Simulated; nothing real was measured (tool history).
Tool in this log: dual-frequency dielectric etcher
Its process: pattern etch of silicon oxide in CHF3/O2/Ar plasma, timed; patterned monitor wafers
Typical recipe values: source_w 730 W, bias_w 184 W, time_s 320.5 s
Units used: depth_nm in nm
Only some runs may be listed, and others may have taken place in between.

| run | hour | source_w | bias_w | time_s | wafers since the last listed run | hours since the last wet clean | hours since the last source power generator calibration | hours since the last bias power generator calibration | hours since the last upper electrode change | hours since the gauge calibration | read-back reference wafer on the same gauge, depth_nm | depth_nm |
|---|---|---|---|---|---|---|---|---|---|---|---|---|
| 1 | 0 | 730 | 184 | 320.5 | 0 | 437.3 | 3322.3 | 3061.1 | 5091.5 | 402 | 748.4 | 653.7 |
| 2 | 32.3 | 730 | 184 | 320.5 | 204 | 469.6 | 3354.6 | 3093.4 | 5123.8 | 434.3 | 748.9 | 653.4 |
| 3 | 64.2 | 730 | 184 | 320.5 | 202 | 501.5 | 3386.5 | 3125.3 | 5155.7 | 466.2 | 749 | 654.4 |
| 4 | 95.3 | 730 | 184 | 320.5 | 197 | 532.6 | 3417.6 | 3156.4 | 5186.8 | 497.3 | 748.7 | 656.7 |
| 5 | 116.7 | 730 | 184 | 320.5 | 135 | 554 | 3439 | 3177.8 | 5208.2 | 518.7 | 748.5 | 659.7 |
| 6 | 144.9 | 730 | 184 | 320.5 | 178 | 582.2 | 3467.2 | 3206 | 5236.4 | 546.9 | 748.5 | 656.1 |
|  | 188.3 | wet clean of the chamber |
| 7 | 188.8 | 780 | 184 | 320.5 | 126 | 0.5 | 3511.1 | 3249.9 | 5280.3 | 590.8 | 748.7 | 653 |
|  | 195.5 | gauge calibrated |
| 8 | 197.7 | 730 | 184 | 320.5 | 56 | 9.4 | 3520 | 3258.8 | 5289.2 | 2.2 | 749.1 | 642.5 |
|  | 223.5 | bias power generator calibrated |
| 9 | 232.6 | 730 | 184 | 268.5 | 195 | 44.3 | 3554.9 | 9.1 | 5324.1 | 37.1 | 749.5 | 535.7 |
| 10 | 257.1 | 730 | 184 | 320.5 | 155 | 68.8 | 3579.4 | 33.6 | 5348.6 | 61.6 | 748.8 | 646.1 |
| 11 | 285.1 | 730 | 184 | 320.5 | 177 | 96.8 | 3607.4 | 61.6 | 5376.6 | 89.6 | 748.9 | 647.1 |
| 12 | 310.9 | 660 | 220 | 397.5 | 163 | 122.6 | 3633.2 | 87.4 | 5402.4 | 115.4 | 748.9 | 837.6 |
|  | 336.8 | upper electrode replaced |
| 13 | 337.3 | 730 | 184 | 403 | 15 | 149 | 3659.6 | 113.8 | 0.5 | 141.8 | 749.1 | 814.7 |
|  | 346.7 | source power generator calibrated |
| 14 | 369.3 | 730 | 184 | 320.5 | 177 | 181 | 22.6 | 145.8 | 32.5 | 173.8 | 749.3 | 645.3 |
| 15 | 384.8 | 730 | 184 | 320.5 | 98 | 196.5 | 38.1 | 161.3 | 48 | 189.3 | 749 | 645.8 |
| 16 | 420.7 | 610 | 184 | 320.5 | 227 | 232.4 | 74 | 197.2 | 83.9 | 225.2 | 748.6 | 627.5 |
| 17 | 439.2 | 730 | 162 | 399.5 | 117 | 250.9 | 92.5 | 215.7 | 102.4 | 243.7 | 749.3 | 773.4 |
| 18 | 466.6 | 730 | 184 | 284 | 173 | 278.3 | 119.9 | 243.1 | 129.8 | 271.1 | 750 | 573.3 |

Estimate the outcome of run 19 from the log above:
| 19 | 488.6 | 780 | 184 | 406.5 | 139 | 300.3 | 141.9 | 265.1 | 151.8 | 293.1 | ? | ? |

read-back reference wafer on the same gauge, depth_nm: 748.8
depth_nm: 832.7 nm
With the hidden condition absent and the run-to-run variation left alone, this run would have shown depth_nm 825.5 nm.
